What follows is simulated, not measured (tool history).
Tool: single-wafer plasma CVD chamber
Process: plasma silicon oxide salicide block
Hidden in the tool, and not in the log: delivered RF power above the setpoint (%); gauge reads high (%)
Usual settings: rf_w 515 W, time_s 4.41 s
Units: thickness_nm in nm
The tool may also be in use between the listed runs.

run,hour,rf_w,time_s,wafers since the last listed run,hours since the last RF generator calibration,hours since the showerhead was replaced,hours since the gauge calibration,"read-back reference wafer on the same gauge, thickness_nm",thickness_nm
1,0.0,515,4.73,0,1603.5,2555.4,266.1,46.697,48.356
2,13.7,515,4.73,358,1617.2,2569.1,279.8,46.709,48.518
3,35.6,515,4.73,572,1639.1,2591.0,301.7,46.703,48.483
4,45.6,515,4.41,261,1649.1,2601.0,311.7,46.704,45.040
5,53.8,515,4.41,214,1657.3,2609.2,319.9,46.697,45.212
6,97.5,515,4.41,1143,1701.0,2652.9,363.6,46.706,45.104
7,104.2,475,4.41,175,1707.7,2659.6,370.3,46.695,44.244
8,113.0,515,3.96,230,1716.5,2668.4,379.1,46.704,40.619
9,123.4,515,3.96,272,1726.9,2678.8,389.5,46.693,40.478
10,131.2,515,3.96,204,1734.7,2686.6,397.3,46.707,40.528
11,144.7,515,4.41,353,1748.2,2700.1,410.8,46.690,45.100
12,157.2,515,4.41,326,1760.7,2712.6,423.3,46.706,45.146
13,174.8,515,4.41,460,1778.3,2730.2,440.9,46.691,45.047
14,182.1,555,4.41,190,1785.6,2737.5,448.2,46.695,46.065
15,195.4,555,4.41,347,1798.9,2750.8,461.5,46.705,45.987
# hour 204.6: RF generator calibrated
16,205.1,515,4.41,44,0.5,2760.5,471.2,46.703,46.093

The next listed run, before its measurement:
# hour 223.9: showerhead replaced
17,224.4,515,4.41,295,19.8,0.5,490.5,?,?

read-back reference wafer on the same gauge, thickness_nm: 46.696
thickness_nm: 45.959 nm
Without the tool's hidden state the same run would have given thickness_nm 46.030 nm.

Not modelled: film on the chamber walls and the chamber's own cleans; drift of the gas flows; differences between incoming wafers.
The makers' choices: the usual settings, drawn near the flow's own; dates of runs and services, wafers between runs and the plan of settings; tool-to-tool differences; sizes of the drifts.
